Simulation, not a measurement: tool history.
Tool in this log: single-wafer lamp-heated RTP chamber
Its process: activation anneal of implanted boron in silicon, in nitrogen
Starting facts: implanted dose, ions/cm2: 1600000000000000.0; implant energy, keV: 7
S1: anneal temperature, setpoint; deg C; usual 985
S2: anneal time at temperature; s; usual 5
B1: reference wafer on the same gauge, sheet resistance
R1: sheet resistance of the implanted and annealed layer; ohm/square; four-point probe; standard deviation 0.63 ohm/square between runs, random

{"run": 1, "hour": 0.0, "S1": 993, "S2": 5, "B1": 135.03, "R1": 154.7}
{"run": 2, "hour": 26.7, "S1": 993, "S2": 5, "B1": 135.04, "R1": 153.45}
{"run": 3, "hour": 58.0, "S1": 985, "S2": 5, "B1": 135.01, "R1": 160.47}
{"hour": 80.1, "done": "pyrometer window cleaned and pyrometer calibrated"}
{"run": 4, "hour": 88.4, "S1": 985, "S2": 5, "B1": 134.92, "R1": 160.92}
{"run": 5, "hour": 113.8, "S1": 985, "S2": 5, "B1": 135.07, "R1": 160.71}
{"run": 6, "hour": 128.9, "S1": 985, "S2": 5, "B1": 135.06, "R1": 160.77}
{"run": 7, "hour": 144.2, "S1": 985, "S2": 5, "B1": 134.95, "R1": 160.26}
{"run": 8, "hour": 162.3, "S1": 985, "S2": 5, "B1": 135.04, "R1": 161.03}
{"run": 9, "hour": 194.9, "S1": 985, "S2": 5, "B1": 134.96, "R1": 161.14}
{"run": 10, "hour": 219.0, "S1": 985, "S2": 5, "B1": 134.83, "R1": 160.66}
{"run": 11, "hour": 233.4, "S1": 985, "S2": 5, "B1": 135.06, "R1": 160.02}
{"hour": 262.5, "done": "reflector plate cleaned"}
{"run": 12, "hour": 263.0, "S1": 985, "S2": 5, "B1": 134.97, "R1": 163.9}
{"run": 13, "hour": 283.4, "S1": 1002, "S2": 3, "B1": 134.9, "R1": 155.3}
{"run": 14, "hour": 314.6, "S1": 1002, "S2": 3, "B1": 134.88, "R1": 153.98}
{"hour": 353.3, "done": "gauge calibrated"}
{"run": 15, "hour": 396.9, "S1": 1002, "S2": 3, "B1": 134.96, "R1": 153.49}
{"run": 16, "hour": 430.9, "S1": 985, "S2": 5, "B1": 134.96, "R1": 161.03}
{"run": 17, "hour": 445.3, "S1": 985, "S2": 3, "B1": 134.99, "R1": 168.2}
{"run": 18, "hour": 471.3, "S1": 993, "S2": 3, "B1": 135.07, "R1": 162.02}
{"run": 19, "hour": 506.5, "S1": 985, "S2": 5, "B1": 135.05, "R1": 160.95}
{"run": 20, "hour": 521.6, "S1": 959, "S2": 7, "B1": 135.07, "R1": 186.94}
{"run": 21, "hour": 540.1, "S1": 1000, "S2": 7, "B1": 134.89, "R1": 144.64}
{"hour": 551.2, "done": "pyrometer window cleaned and pyrometer calibrated"}
{"run": 22, "hour": 565.0, "S1": 962, "S2": 3, "B1": 134.89, "R1": 193.39}
{"run": 23, "hour": 597.2, "S1": 985, "S2": 5, "B1": 134.99, "R1": 161.58}
{"run": 24, "hour": 618.5, "S1": 999, "S2": 8, "B1": 134.98, "R1": 143.41}
{"run": 25, "hour": 643.6, "S1": 975, "S2": 5, "B1": 135.05, "R1": 170.89}
{"run": 26, "hour": 665.1, "S1": 985, "S2": 5, "B1": 135.03, "R1": 160.76}
{"run": 27, "hour": 698.3, "S1": 967, "S2": 4, "B1": 134.95, "R1": 182.96}
{"run": 28, "hour": 730.6, "S1": 1008, "S2": 5, "B1": 135.03, "R1": 142.44}
{"run": 29, "hour": 753.8, "S1": 1014, "S2": 6, "B1": 134.88, "R1": 137.3}
{"run": 30, "hour": 774.4, "S1": 961, "S2": 7, "B1": 134.92, "R1": 182.73}
{"run": 31, "hour": 793.0, "S1": 1005, "S2": 5, "B1": 135.11, "R1": 145.18}
{"run": 32, "hour": 806.8, "S1": 970, "S2": 5, "B1": 134.86, "R1": 174.79}

3 options for the next run, each taken on its own from the tool as it stands now. Forecast them:
{"run": "A", "hour": 807.2, "S1": 985, "S2": 5, "B1": "?", "R1": "?"}
{"run": "B", "hour": 807.2, "S1": 985, "S2": 4, "B1": "?", "R1": "?"}
{"run": "C", "hour": 807.2, "S1": 1001, "S2": 6, "B1": "?", "R1": "?"}

run=A B1=134.92 R1=161.3
run=B B1=134.92 R1=164.11
run=C B1=134.92 R1=146.2
The same runs, with their run-to-run variation unchanged, on a tool lacking any hidden condition would have given:
run=A R1=166.17
run=B R1=169.07
run=C R1=150.02

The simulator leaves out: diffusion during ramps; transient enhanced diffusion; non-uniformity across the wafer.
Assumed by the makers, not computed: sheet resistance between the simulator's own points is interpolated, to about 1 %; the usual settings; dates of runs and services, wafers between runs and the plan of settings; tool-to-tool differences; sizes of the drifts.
